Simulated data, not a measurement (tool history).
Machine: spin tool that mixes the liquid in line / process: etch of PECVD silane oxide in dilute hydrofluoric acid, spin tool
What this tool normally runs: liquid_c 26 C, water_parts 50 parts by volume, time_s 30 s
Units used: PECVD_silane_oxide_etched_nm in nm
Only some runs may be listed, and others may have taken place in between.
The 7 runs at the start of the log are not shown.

run,day,liquid_c,water_parts,time_s,"read-back film thickness of the PECVD silane oxide reference wafer, read on the same gauge (nm)",PECVD_silane_oxide_etched_nm
8,3.146,26,50,30,100.02,12.4
9,3.625,26,50,30,100.01,12.37
10,4.212,26,50,30,100,12.42
11,4.621,26,50,30,99.97,12.38
12,4.904,26,50,30,99.97,12.39
13,6.917,26,50,30,99.98,12.41
14,7.446,26,50,30,99.95,12.29
15,7.808,26,50,30,100.02,12.33
16,8.35,26,50,30,100,12.43
17,10.021,26,50,30,100.01,12.41
18,10.329,22.5,50,15,100.02,5.44
# day 10.446: hydrofluoric acid flow meter replaced
19,11.062,23.5,70,30,100.02,8.31
20,11.742,26,65,30,99.98,9.92
21,12.254,23.5,35,15,100,8.74
22,12.667,29.5,50,30,100.03,15.19
# day 13.058: gauge calibrated
23,13.233,26,35,30,100.01,19.32
# day 13.517: thermometer replaced
24,13.642,24.5,50,30,99.98,11.22
25,14.258,26,50,15,100,6.01
26,14.521,26,65,40,100.03,12.13
27,14.838,27.5,50,50,100.02,21.01
28,15.208,26,50,30,99.97,11.86
29,15.912,26,50,30,100,12.09
30,16.242,24.5,45,30,100.02,12.52
31,16.846,26,50,30,100.05,11.87
32,17.242,22.5,35,15,99.96,7.52

Forecast each of these 5 alternatives for the next run:
A,17.258,26,50,35,?,?
B,17.258,26,30,30,?,?
C,17.258,23.5,40,15,?,?
D,17.258,24.5,70,50,?,?
E,17.258,24.5,35,20,?,?

run,"read-back film thickness of the PECVD silane oxide reference wafer, read on the same gauge (nm)",PECVD_silane_oxide_etched_nm
A,100.03,13.91
B,100.03,20.45
C,100.03,6.82
D,100.03,12.99
E,100.03,10.91
Without the tool's hidden state the same runs would have given:
run,PECVD_silane_oxide_etched_nm
A,13.88
B,20.4
C,6.8
D,12.98
E,10.88
